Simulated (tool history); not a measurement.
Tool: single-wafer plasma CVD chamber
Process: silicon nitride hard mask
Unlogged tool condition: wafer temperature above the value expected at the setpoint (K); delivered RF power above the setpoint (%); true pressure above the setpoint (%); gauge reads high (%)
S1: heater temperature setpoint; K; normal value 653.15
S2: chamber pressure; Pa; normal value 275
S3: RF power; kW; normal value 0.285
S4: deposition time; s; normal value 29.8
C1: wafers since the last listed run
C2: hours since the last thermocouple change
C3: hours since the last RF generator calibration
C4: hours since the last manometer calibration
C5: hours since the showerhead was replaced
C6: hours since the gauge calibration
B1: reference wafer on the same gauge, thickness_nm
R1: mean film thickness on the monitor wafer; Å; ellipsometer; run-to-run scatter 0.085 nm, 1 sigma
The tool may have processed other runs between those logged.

run	day	S1	S2	S3	S4	C1	C2	C3	C4	C5	C6	B1	R1
1	0	653.15	275	0.285	29.8	0	1694.9	2284	1019.8	48.1	454.5	30.202	320.43
# day 0.554: RF generator calibrated
# day 0.642: capacitance manometer re-zeroed and calibrated
2	0.704	653.15	275	0.285	29.8	166	1711.8	3.6	1.5	65	471.4	30.195	332.63
3	1.338	658.15	275	0.255	29.8	374	1727	18.8	16.7	80.2	486.6	30.201	306.24
4	2.283	653.15	275	0.285	33.5	558	1749.7	41.5	39.4	102.9	509.3	30.199	372.16
5	3.092	657.15	235	0.25	25.3	477	1769.1	60.9	58.8	122.3	528.7	30.188	243.43
6	3.617	664.15	229	0.24	31.9	310	1781.7	73.5	71.4	134.9	541.3	30.2	295.19
7	4.833	665.15	331	0.34	31.8	718	1810.9	102.7	100.6	164.1	570.5	30.194	422.24
8	5.362	653.15	275	0.285	29.8	312	1823.6	115.4	113.3	176.8	583.2	30.187	332.73
9	6.317	653.15	340	0.325	29.8	563	1846.5	138.3	136.2	199.7	606.1	30.203	387.44
10	7.629	653.15	275	0.26	34.4	775	1878	169.8	167.7	231.2	637.6	30.205	359.76
11	8.592	653.15	275	0.285	29.8	568	1901.1	192.9	190.8	254.3	660.7	30.196	332.7
12	9.192	667.15	308	0.285	34.5	354	1915.5	207.3	205.2	268.7	675.1	30.201	396.26
13	10.346	653.15	275	0.285	29.8	681	1943.2	235	232.9	296.4	702.8	30.196	331.83
14	11.454	659.15	275	0.245	29.8	654	1969.8	261.6	259.5	323	729.4	30.207	296.52
15	12.171	653.15	275	0.285	29.8	423	1987	278.8	276.7	340.2	746.6	30.187	332.28
16	13.017	653.15	275	0.275	29.8	499	2007.3	299.1	297	360.5	766.9	30.196	323.54
# day 13.358: gauge calibrated
17	14.146	653.15	311	0.285	27.7	666	2034.4	326.2	324.1	387.6	18.9	30.218	320.44
# day 14.692: thermocouple changed; heater temperature recalibrated
18	17.771	642.15	295	0.285	29.8	1944	73.9	413.2	411.1	474.6	105.9	30.201	340.1
19	19.242	645.15	252	0.285	29.8	868	109.2	448.5	446.4	509.9	141.2	30.204	322.45
20	20.392	666.15	239	0.245	29.8	679	136.8	476.1	474	537.5	168.8	30.205	280.76
21	21.6	653.15	275	0.285	29.8	713	165.8	505.1	503	566.5	197.8	30.185	331.49
22	22.529	653.15	307	0.23	26.9	548	188.1	527.4	525.3	588.8	220.1	30.199	262.74
23	23.129	661.15	235	0.24	33.2	354	202.5	541.8	539.7	603.2	234.5	30.179	306.48
24	24.254	653.15	275	0.285	29.8	664	229.5	568.8	566.7	630.2	261.5	30.197	331.07
25	25.004	644.15	324	0.285	29.8	442	247.5	586.8	584.7	648.2	279.5	30.193	348.32
26	26.15	639.15	275	0.335	29.8	676	275	614.3	612.2	675.7	307	30.201	369.51
27	26.833	653.15	275	0.285	29.8	403	291.4	630.7	628.6	692.1	323.4	30.201	330.15
28	27.854	645.15	240	0.26	34.4	602	315.9	655.2	653.1	716.6	347.9	30.219	340.86
29	28.558	653.15	275	0.24	26	415	332.8	672.1	670	733.5	364.8	30.196	251.23

Consider 4 possible next runs. They are alternatives, not a sequence: every one starts from the tool as it was left by run 29. What does each give?
A	28.575	653.15	275	0.25	29.8	9	333.2	672.5	670.4	733.9	365.2	?	?
B	28.575	653.15	320	0.285	29.8	9	333.2	672.5	670.4	733.9	365.2	?	?
C	28.575	653.15	275	0.255	29.8	9	333.2	672.5	670.4	733.9	365.2	?	?
D	28.575	653.15	327	0.33	29.8	9	333.2	672.5	670.4	733.9	365.2	?	?

run	B1	R1
A	30.217	297.48
B	30.217	343.17
C	30.217	301.91
D	30.217	382.24
Had the tool no hidden state, the same runs would have come out as:
run	R1
A	300.99
B	346.86
C	305.48
D	386.09
